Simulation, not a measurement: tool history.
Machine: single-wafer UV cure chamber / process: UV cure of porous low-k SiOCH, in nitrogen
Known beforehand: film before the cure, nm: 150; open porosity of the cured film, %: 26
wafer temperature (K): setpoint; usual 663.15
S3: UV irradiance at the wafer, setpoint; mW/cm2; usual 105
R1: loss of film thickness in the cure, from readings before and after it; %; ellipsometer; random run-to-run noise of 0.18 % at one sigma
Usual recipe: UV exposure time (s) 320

Run 1, hour 0.0: usual settings but wafer temperature (K) 670.15. Result: R1 14.752 %.
Run 2, hour 20.0: usual settings but wafer temperature (K) 670.15. Result: R1 14.985 %.
Run 3, hour 52.8: usual settings but wafer temperature (K) 670.15. Result: R1 14.446 %.
Run 4, hour 67.2: usual settings but wafer temperature (K) 678.15, UV exposure time (s) 275. Result: R1 13.877 %.
Run 5, hour 84.9: usual settings but wafer temperature (K) 678.15, UV exposure time (s) 275. Result: R1 14.157 %.
Run 6, hour 120.7: usual settings but wafer temperature (K) 678.15, UV exposure time (s) 275. Result: R1 13.708 %.
Run 7, hour 156.5: usual settings. Result: R1 14.432 %.
Run 8, hour 179.4: usual settings. Result: R1 14.091 %.
At hour 203.8: quartz window cleaned.
At hour 208.2: UV bulbs replaced.
Run 9, hour 214.7: usual settings but UV exposure time (s) 270. Result: R1 13.134 %.
Run 10, hour 247.3: usual settings. Result: R1 13.607 %.
At hour 276.0: quartz window cleaned, repeated, since the last time left the tool worse.
Run 11, hour 276.5: usual settings but wafer temperature (K) 680.15, UV exposure time (s) 185, S3 84 mW/cm2. Result: R1 11.411 %.
Run 12, hour 286.7: usual settings. Result: R1 14.850 %.
Run 13, hour 316.5: usual settings but wafer temperature (K) 647.15, UV exposure time (s) 195. Result: R1 11.975 %.
Run 14, hour 348.8: usual settings but wafer temperature (K) 672.15. Result: R1 15.123 %.
Run 15, hour 373.4: usual settings but UV exposure time (s) 385, S3 120 mW/cm2. Result: R1 16.290 %.
Run 16, hour 389.1: usual settings but UV exposure time (s) 145. Result: R1 10.989 %.
Run 17, hour 455.3: usual settings but wafer temperature (K) 675.15, UV exposure time (s) 495, S3 131 mW/cm2. Result: R1 17.769 %.
Run 18, hour 482.1: usual settings but UV exposure time (s) 190, S3 125 mW/cm2. Result: R1 13.001 %.

Below, some changes in R1 between adjacent runs. For each, the amount present without the hidden state too (settings, incoming material, random variation) and the amount remaining for the hidden state with gauge scatter not shared by both compared results:
Hidden conditions of the tool in this case: lamp output below its setpoint, %; transmission lost against a clean window, %.
Run 10 -> 11: wafer temperature (K) 663.15 -> 680.15, UV exposure time (s) 320 -> 185, S3 105 -> 84, quartz window cleaned, repeated, since the last time left the tool worse. R1 -2.196 %: hidden state +1.295, all else -3.491.
Run 16 -> 17: wafer temperature (K) 663.15 -> 675.15, UV exposure time (s) 145 -> 495, S3 105 -> 131. R1 +6.780 %: hidden state -0.191, all else +6.971.

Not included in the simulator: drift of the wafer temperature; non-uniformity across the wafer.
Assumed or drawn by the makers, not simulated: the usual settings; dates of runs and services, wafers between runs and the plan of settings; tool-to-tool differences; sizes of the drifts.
